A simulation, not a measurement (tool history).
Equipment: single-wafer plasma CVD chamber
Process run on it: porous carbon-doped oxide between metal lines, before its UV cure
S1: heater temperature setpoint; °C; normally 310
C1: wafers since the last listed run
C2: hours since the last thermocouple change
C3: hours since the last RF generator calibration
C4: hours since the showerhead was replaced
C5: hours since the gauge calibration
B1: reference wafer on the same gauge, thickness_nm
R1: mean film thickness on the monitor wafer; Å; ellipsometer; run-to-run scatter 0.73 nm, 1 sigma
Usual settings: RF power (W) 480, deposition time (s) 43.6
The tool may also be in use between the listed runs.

{"run": 1, "hour": 0.0, "S1": 310, "RF power (W)": 430, "deposition time (s)": 43.6, "C1": 0, "C2": 1020.0, "C3": 1409.9, "C4": 4126.9, "C5": 131.7, "B1": 221.968, "R1": 2038.78}
{"run": 2, "hour": 16.5, "S1": 310, "RF power (W)": 430, "deposition time (s)": 43.6, "C1": 225, "C2": 1036.5, "C3": 1426.4, "C4": 4143.4, "C5": 148.2, "B1": 222.194, "R1": 2043.59}
{"run": 3, "hour": 32.9, "S1": 310, "RF power (W)": 480, "deposition time (s)": 43.6, "C1": 224, "C2": 1052.9, "C3": 1442.8, "C4": 4159.8, "C5": 164.6, "B1": 222.103, "R1": 2176.58}
{"run": 4, "hour": 44.7, "S1": 310, "RF power (W)": 480, "deposition time (s)": 43.6, "C1": 161, "C2": 1064.7, "C3": 1454.6, "C4": 4171.6, "C5": 176.4, "B1": 222.049, "R1": 2204.5}
{"run": 5, "hour": 62.1, "S1": 310, "RF power (W)": 425, "deposition time (s)": 43.6, "C1": 238, "C2": 1082.1, "C3": 1472.0, "C4": 4189.0, "C5": 193.8, "B1": 222.057, "R1": 2029.26}
{"run": 6, "hour": 74.5, "S1": 310, "RF power (W)": 425, "deposition time (s)": 43.6, "C1": 169, "C2": 1094.5, "C3": 1484.4, "C4": 4201.4, "C5": 206.2, "B1": 222.102, "R1": 2025.83}
{"run": 7, "hour": 84.5, "S1": 310, "RF power (W)": 425, "deposition time (s)": 43.6, "C1": 136, "C2": 1104.5, "C3": 1494.4, "C4": 4211.4, "C5": 216.2, "B1": 221.657, "R1": 2015.42}
{"run": 8, "hour": 98.2, "S1": 310, "RF power (W)": 480, "deposition time (s)": 43.6, "C1": 187, "C2": 1118.2, "C3": 1508.1, "C4": 4225.1, "C5": 229.9, "B1": 221.843, "R1": 2198.92}
{"run": 9, "hour": 109.9, "S1": 310, "RF power (W)": 480, "deposition time (s)": 43.6, "C1": 160, "C2": 1129.9, "C3": 1519.8, "C4": 4236.8, "C5": 241.6, "B1": 221.905, "R1": 2195.3}
{"run": 10, "hour": 118.9, "S1": 310, "RF power (W)": 480, "deposition time (s)": 43.6, "C1": 123, "C2": 1138.9, "C3": 1528.8, "C4": 4245.8, "C5": 250.6, "B1": 222.251, "R1": 2188.08}
{"run": 11, "hour": 135.8, "S1": 310, "RF power (W)": 405, "deposition time (s)": 47.1, "C1": 231, "C2": 1155.8, "C3": 1545.7, "C4": 4262.7, "C5": 267.5, "B1": 222.12, "R1": 2114.32}
{"run": 12, "hour": 148.3, "S1": 310, "RF power (W)": 480, "deposition time (s)": 43.6, "C1": 171, "C2": 1168.3, "C3": 1558.2, "C4": 4275.2, "C5": 280.0, "B1": 221.955, "R1": 2188.94}
{"hour": 166.3, "done": "showerhead replaced"}
{"run": 13, "hour": 166.8, "S1": 310, "RF power (W)": 480, "deposition time (s)": 43.6, "C1": 143, "C2": 1186.8, "C3": 1576.7, "C4": 0.5, "C5": 298.5, "B1": 221.881, "R1": 2176.37}
{"run": 14, "hour": 176.4, "S1": 310, "RF power (W)": 390, "deposition time (s)": 41.0, "C1": 131, "C2": 1196.4, "C3": 1586.3, "C4": 10.1, "C5": 308.1, "B1": 222.247, "R1": 1814.39}
{"run": 15, "hour": 183.0, "S1": 310, "RF power (W)": 480, "deposition time (s)": 43.6, "C1": 90, "C2": 1203.0, "C3": 1592.9, "C4": 16.7, "C5": 314.7, "B1": 221.922, "R1": 2177.93}

Expected results for the next run?
{"run": 16, "hour": 193.6, "S1": 310, "RF power (W)": 395, "deposition time (s)": 36.0, "C1": 145, "C2": 1213.6, "C3": 1603.5, "C4": 27.3, "C5": 325.3, "B1": "?", "R1": "?"}

{"run 16": {"B1": 222.222, "R1": 1602.8}}
Had the tool carried no hidden state, the very same run would have given R1 1602.80 Å.
